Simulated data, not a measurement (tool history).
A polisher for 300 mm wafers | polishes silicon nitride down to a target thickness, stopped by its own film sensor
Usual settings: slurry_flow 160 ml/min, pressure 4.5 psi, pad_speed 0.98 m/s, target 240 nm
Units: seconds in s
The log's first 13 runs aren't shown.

run    hour  slurry_flow  pressure  pad_speed  target  incoming thickness of the incoming film, nm  seconds
 14   912.2          200       5.1        1.1     240                                        540.7     96.7
 15   954.6          210       4.5       0.98     190                                        537.7    135.3
 16  1025.4          115       5.9       0.76     151                                        534.2    148.3
 17  1074.6          160       5.6       0.98     161                                        534.1    120.5
 18    1122          130       4.9       1.22     186                                        529.2      118
     1163.9  -- slurry nozzle cleaned
 19  1228.1          130       4.5       0.98     174                                          525    144.1
     1243.4  -- worn pad replaced by a new one
 20  1314.5          160       5.4       1.16     240                                        533.3     88.3
     1347.5  -- head pressure recalibrated
 21  1422.3          160       4.5       0.64     240                                        534.5    151.1
 22  1509.5          160       3.6       0.78     240                                        529.7    168.9
 23  1723.7          160       4.5       0.98     240                                        523.9    115.3
 24  1770.7          160       5.5       0.98     240                                        531.7     96.7
 25  1810.1          125       4.5       0.98     240                                        539.9    133.5
 26    1886          145       4.5       1.26     336                                        520.6     67.4
 27  1925.1          160       4.5       0.98     240                                        528.9    119.6
     1931.6  -- worn pad replaced by a new one
 28  1990.2          160       4.5       1.24     166                                          529    129.9
     2075.4  -- slurry nozzle cleaned
 29  2085.6          125       4.5       0.98     283                                          529    102.4
     2148.6  -- head pressure recalibrated
 30  2176.6          160       4.5       0.98     240                                        528.1    115.9
 31  2232.9          160       4.5       0.98     154                                        534.1    151.7
 32  2415.3          160       5.6       0.98     240                                        534.1     94.3
 33  2500.5          160       5.7       1.12     240                                        539.3     87.8
 34  2608.1          160       4.5       0.98     240                                        531.4    120.1
     2702.3  -- worn pad replaced by a new one
 35  2702.8          160       5.9       0.98     240                                        524.8     88.5
 36  2772.8          120       4.5       0.88     292                                          529    112.6

5 ways to go on from here, each from the tool as it stands after run 36. What would each give?
  A  2773.3          160       3.7       0.98     240                                        532.5        ?
  B  2773.3          130       4.5       0.98     193                                        532.5        ?
  C  2773.3          160       4.5       0.88     280                                        532.5        ?
  D  2773.3          120       4.5       0.98     240                                        532.5        ?
  E  2773.3          195       4.5       0.98     294                                        532.5        ?

run  seconds
  A    145.4
  B      146
  C    110.2
  D    128.7
  E     93.8
Without the tool's hidden state the same runs would have given:
run  seconds
  A    140.2
  B    139.5
  C    106.2
  D    122.5
  E       91
